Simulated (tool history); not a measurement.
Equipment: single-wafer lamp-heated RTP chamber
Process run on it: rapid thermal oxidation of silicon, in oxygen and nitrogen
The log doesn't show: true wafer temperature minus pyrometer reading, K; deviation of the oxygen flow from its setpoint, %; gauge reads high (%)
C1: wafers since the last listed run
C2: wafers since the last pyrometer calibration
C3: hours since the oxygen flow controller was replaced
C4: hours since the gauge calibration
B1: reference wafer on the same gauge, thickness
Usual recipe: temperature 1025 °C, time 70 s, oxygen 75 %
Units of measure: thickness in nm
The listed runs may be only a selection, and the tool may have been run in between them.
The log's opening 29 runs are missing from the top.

run 30 hour=918.5 | temperature=1034 time=35 oxygen=98 | C1=275 C2=1025 C3=231.8 C4=422.4 | B1=8.068 | thickness=7.162
run 31 hour=931.4 | temperature=1025 time=70 oxygen=75 | C1=123 C2=1148 C3=244.7 C4=435.3 | B1=8.066 | thickness=8.261
run 32 hour=948.8 | temperature=1033 time=70 oxygen=84 | C1=166 C2=1314 C3=262.1 C4=452.7 | B1=8.073 | thickness=9.137
run 33 hour=962.5 | temperature=1011 time=93 oxygen=87 | C1=130 C2=1445 C3=275.8 C4=466.4 | B1=8.073 | thickness=8.897
run 34 hour=988.9 | temperature=1015 time=70 oxygen=89 | C1=252 C2=1697 C3=302.2 C4=492.8 | B1=8.076 | thickness=8.203
run 35 hour=1013.5 | temperature=1025 time=70 oxygen=75 | C1=234 C2=1932 C3=326.8 C4=517.4 | B1=8.081 | thickness=8.236
run 36 hour=1041.9 | temperature=999 time=42 oxygen=93 | C1=271 C2=2204 C3=355.2 C4=545.8 | B1=8.06 | thickness=5.976
run 37 hour=1104.5 | temperature=1003 time=99 oxygen=97 | C1=597 C2=2801 C3=417.8 C4=608.4 | B1=8.08 | thickness=9.109

Predict each of these 4 candidate next runs independently; none follows another, all start after run 37:
run A hour=1104.9 | temperature=1025 time=70 oxygen=98 | C1=3 C2=2805 C3=418.2 C4=608.8 | B1=? | thickness=?
run B hour=1104.9 | temperature=1045 time=90 oxygen=45 | C1=3 C2=2805 C3=418.2 C4=608.8 | B1=? | thickness=?
run C hour=1104.9 | temperature=1025 time=99 oxygen=62 | C1=3 C2=2805 C3=418.2 C4=608.8 | B1=? | thickness=?
run D hour=1104.9 | temperature=1014 time=70 oxygen=75 | C1=3 C2=2805 C3=418.2 C4=608.8 | B1=? | thickness=?

run=A B1=8.056 thickness=9.238
run=B B1=8.056 thickness=9.009
run=C B1=8.056 thickness=9.172
run=D B1=8.056 thickness=7.768
Without the tool's hidden state the same runs would have given:
run=A thickness=8.969
run=B thickness=8.756
run=C thickness=8.905
run=D thickness=7.541
